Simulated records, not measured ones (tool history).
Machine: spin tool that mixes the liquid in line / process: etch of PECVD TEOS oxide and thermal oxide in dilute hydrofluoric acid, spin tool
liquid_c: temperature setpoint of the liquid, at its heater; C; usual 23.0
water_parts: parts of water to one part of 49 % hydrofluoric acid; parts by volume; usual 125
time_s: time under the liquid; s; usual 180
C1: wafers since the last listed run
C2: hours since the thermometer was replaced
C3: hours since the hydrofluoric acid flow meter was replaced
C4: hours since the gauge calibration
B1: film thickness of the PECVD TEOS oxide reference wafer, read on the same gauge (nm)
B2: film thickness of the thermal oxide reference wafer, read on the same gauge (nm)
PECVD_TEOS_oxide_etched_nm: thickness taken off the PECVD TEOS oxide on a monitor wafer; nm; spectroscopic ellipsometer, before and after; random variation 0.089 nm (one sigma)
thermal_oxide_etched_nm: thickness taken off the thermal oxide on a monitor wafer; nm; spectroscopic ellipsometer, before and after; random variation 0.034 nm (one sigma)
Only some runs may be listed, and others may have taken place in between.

run 1 hour=0.0 | liquid_c=23.0 water_parts=125 time_s=180 | C1=0 C2=970.6 C3=313.6 C4=19.3 | B1=30.01 B2=59.97 | PECVD_TEOS_oxide_etched_nm=11.91 thermal_oxide_etched_nm=7.02
run 2 hour=7.8 | liquid_c=23.0 water_parts=125 time_s=180 | C1=62 C2=978.4 C3=321.4 C4=27.1 | B1=30.04 B2=59.98 | PECVD_TEOS_oxide_etched_nm=11.82 thermal_oxide_etched_nm=7.02
run 3 hour=21.0 | liquid_c=23.0 water_parts=125 time_s=110 | C1=105 C2=991.6 C3=334.6 C4=40.3 | B1=29.98 B2=60.00 | PECVD_TEOS_oxide_etched_nm=7.27 thermal_oxide_etched_nm=4.25
run 4 hour=34.2 | liquid_c=23.0 water_parts=125 time_s=180 | C1=105 C2=1004.8 C3=347.8 C4=53.5 | B1=30.02 B2=60.00 | PECVD_TEOS_oxide_etched_nm=12.07 thermal_oxide_etched_nm=7.00
run 5 hour=41.0 | liquid_c=23.0 water_parts=125 time_s=180 | C1=54 C2=1011.6 C3=354.6 C4=60.3 | B1=30.02 B2=59.99 | PECVD_TEOS_oxide_etched_nm=12.05 thermal_oxide_etched_nm=6.95
run 6 hour=54.6 | liquid_c=23.0 water_parts=125 time_s=180 | C1=108 C2=1025.2 C3=368.2 C4=73.9 | B1=29.99 B2=60.01 | PECVD_TEOS_oxide_etched_nm=11.87 thermal_oxide_etched_nm=6.99
run 7 hour=66.4 | liquid_c=23.0 water_parts=125 time_s=180 | C1=94 C2=1037.0 C3=380.0 C4=85.7 | B1=29.97 B2=60.01 | PECVD_TEOS_oxide_etched_nm=11.95 thermal_oxide_etched_nm=6.94
run 8 hour=79.1 | liquid_c=25.0 water_parts=155 time_s=290 | C1=101 C2=1049.7 C3=392.7 C4=98.4 | B1=30.00 B2=60.03 | PECVD_TEOS_oxide_etched_nm=16.15 thermal_oxide_etched_nm=9.30
run 9 hour=85.2 | liquid_c=27.0 water_parts=95 time_s=215 | C1=48 C2=1055.8 C3=398.8 C4=104.5 | B1=30.03 B2=59.99 | PECVD_TEOS_oxide_etched_nm=22.64 thermal_oxide_etched_nm=13.30
run 10 hour=102.5 | liquid_c=18.5 water_parts=125 time_s=180 | C1=138 C2=1073.1 C3=416.1 C4=121.8 | B1=29.99 B2=59.98 | PECVD_TEOS_oxide_etched_nm=9.86 thermal_oxide_etched_nm=5.81
run 11 hour=113.9 | liquid_c=18.0 water_parts=125 time_s=180 | C1=91 C2=1084.5 C3=427.5 C4=133.2 | B1=30.04 B2=60.01 | PECVD_TEOS_oxide_etched_nm=9.82 thermal_oxide_etched_nm=5.67
-- hour=119.6 hydrofluoric acid flow meter replaced
-- hour=131.7 thermometer replaced
run 12 hour=136.3 | liquid_c=23.0 water_parts=85 time_s=180 | C1=163 C2=4.6 C3=16.7 C4=155.6 | B1=29.97 B2=60.03 | PECVD_TEOS_oxide_etched_nm=18.21 thermal_oxide_etched_nm=10.44
run 13 hour=150.6 | liquid_c=23.0 water_parts=165 time_s=180 | C1=114 C2=18.9 C3=31.0 C4=169.9 | B1=30.04 B2=60.02 | PECVD_TEOS_oxide_etched_nm=8.51 thermal_oxide_etched_nm=4.93
run 14 hour=160.2 | liquid_c=18.0 water_parts=75 time_s=120 | C1=76 C2=28.5 C3=40.6 C4=179.5 | B1=30.00 B2=59.99 | PECVD_TEOS_oxide_etched_nm=11.11 thermal_oxide_etched_nm=6.50
run 15 hour=202.1 | liquid_c=23.0 water_parts=125 time_s=180 | C1=335 C2=70.4 C3=82.5 C4=221.4 | B1=30.01 B2=60.00 | PECVD_TEOS_oxide_etched_nm=11.71 thermal_oxide_etched_nm=6.77
run 16 hour=218.5 | liquid_c=27.0 water_parts=150 time_s=110 | C1=131 C2=86.8 C3=98.9 C4=237.8 | B1=30.01 B2=60.02 | PECVD_TEOS_oxide_etched_nm=6.64 thermal_oxide_etched_nm=3.86
run 17 hour=224.5 | liquid_c=23.0 water_parts=125 time_s=290 | C1=48 C2=92.8 C3=104.9 C4=243.8 | B1=30.02 B2=60.00 | PECVD_TEOS_oxide_etched_nm=18.57 thermal_oxide_etched_nm=10.88
run 18 hour=237.0 | liquid_c=23.0 water_parts=125 time_s=180 | C1=100 C2=105.3 C3=117.4 C4=256.3 | B1=29.98 B2=60.02 | PECVD_TEOS_oxide_etched_nm=11.57 thermal_oxide_etched_nm=6.75
run 19 hour=243.3 | liquid_c=26.0 water_parts=150 time_s=135 | C1=50 C2=111.6 C3=123.7 C4=262.6 | B1=30.02 B2=60.00 | PECVD_TEOS_oxide_etched_nm=7.88 thermal_oxide_etched_nm=4.58
run 20 hour=252.3 | liquid_c=20.5 water_parts=110 time_s=235 | C1=72 C2=120.6 C3=132.7 C4=271.6 | B1=30.01 B2=59.98 | PECVD_TEOS_oxide_etched_nm=15.79 thermal_oxide_etched_nm=9.25
run 21 hour=263.0 | liquid_c=21.0 water_parts=95 time_s=260 | C1=85 C2=131.3 C3=143.4 C4=282.3 | B1=29.98 B2=60.03 | PECVD_TEOS_oxide_etched_nm=21.10 thermal_oxide_etched_nm=12.32
run 22 hour=275.8 | liquid_c=23.0 water_parts=125 time_s=180 | C1=102 C2=144.1 C3=156.2 C4=295.1 | B1=29.95 B2=60.00 | PECVD_TEOS_oxide_etched_nm=11.53 thermal_oxide_etched_nm=6.74
run 23 hour=289.2 | liquid_c=23.0 water_parts=125 time_s=180 | C1=107 C2=157.5 C3=169.6 C4=308.5 | B1=30.00 B2=59.99 | PECVD_TEOS_oxide_etched_nm=11.45 thermal_oxide_etched_nm=6.70
run 24 hour=296.9 | liquid_c=23.0 water_parts=125 time_s=220 | C1=61 C2=165.2 C3=177.3 C4=316.2 | B1=30.00 B2=59.98 | PECVD_TEOS_oxide_etched_nm=13.97 thermal_oxide_etched_nm=8.22
run 25 hour=304.9 | liquid_c=26.5 water_parts=140 time_s=230 | C1=64 C2=173.2 C3=185.3 C4=324.2 | B1=29.95 B2=60.00 | PECVD_TEOS_oxide_etched_nm=14.84 thermal_oxide_etched_nm=8.53

Measured less the same run without the tool's hidden state. The same run-to-run variation is in both; the gauge's scatter may not be:
The tool's hidden condition here consists of: liquid hotter than its thermometer reads (K); hydrofluoric acid flow below the setpoint (%); gauge reads high (%).
run=1 PECVD_TEOS_oxide_etched_nm=+0.33 thermal_oxide_etched_nm=+0.19
run=2 PECVD_TEOS_oxide_etched_nm=+0.32 thermal_oxide_etched_nm=+0.19
run=3 PECVD_TEOS_oxide_etched_nm=+0.18 thermal_oxide_etched_nm=+0.11
run=4 PECVD_TEOS_oxide_etched_nm=+0.30 thermal_oxide_etched_nm=+0.17
run=5 PECVD_TEOS_oxide_etched_nm=+0.28 thermal_oxide_etched_nm=+0.17
run=6 PECVD_TEOS_oxide_etched_nm=+0.27 thermal_oxide_etched_nm=+0.15
run=7 PECVD_TEOS_oxide_etched_nm=+0.26 thermal_oxide_etched_nm=+0.15
run=8 PECVD_TEOS_oxide_etched_nm=+0.23 thermal_oxide_etched_nm=+0.14
run=9 PECVD_TEOS_oxide_etched_nm=+0.44 thermal_oxide_etched_nm=+0.26
run=10 PECVD_TEOS_oxide_etched_nm=+0.23 thermal_oxide_etched_nm=+0.14
run=11 PECVD_TEOS_oxide_etched_nm=+0.22 thermal_oxide_etched_nm=+0.13
run=12 PECVD_TEOS_oxide_etched_nm=+0.03 thermal_oxide_etched_nm=+0.01
run=13 PECVD_TEOS_oxide_etched_nm=-0.01 thermal_oxide_etched_nm=+0.00
run=14 PECVD_TEOS_oxide_etched_nm=+0.00 thermal_oxide_etched_nm=+0.00
run=15 PECVD_TEOS_oxide_etched_nm=-0.05 thermal_oxide_etched_nm=-0.03
run=16 PECVD_TEOS_oxide_etched_nm=-0.06 thermal_oxide_etched_nm=-0.03
run=17 PECVD_TEOS_oxide_etched_nm=-0.11 thermal_oxide_etched_nm=-0.07
run=18 PECVD_TEOS_oxide_etched_nm=-0.09 thermal_oxide_etched_nm=-0.05
run=19 PECVD_TEOS_oxide_etched_nm=-0.08 thermal_oxide_etched_nm=-0.05
run=20 PECVD_TEOS_oxide_etched_nm=-0.11 thermal_oxide_etched_nm=-0.07
run=21 PECVD_TEOS_oxide_etched_nm=-0.17 thermal_oxide_etched_nm=-0.10
run=22 PECVD_TEOS_oxide_etched_nm=-0.12 thermal_oxide_etched_nm=-0.07
run=23 PECVD_TEOS_oxide_etched_nm=-0.13 thermal_oxide_etched_nm=-0.08
run=24 PECVD_TEOS_oxide_etched_nm=-0.18 thermal_oxide_etched_nm=-0.11
run=25 PECVD_TEOS_oxide_etched_nm=-0.23 thermal_oxide_etched_nm=-0.13
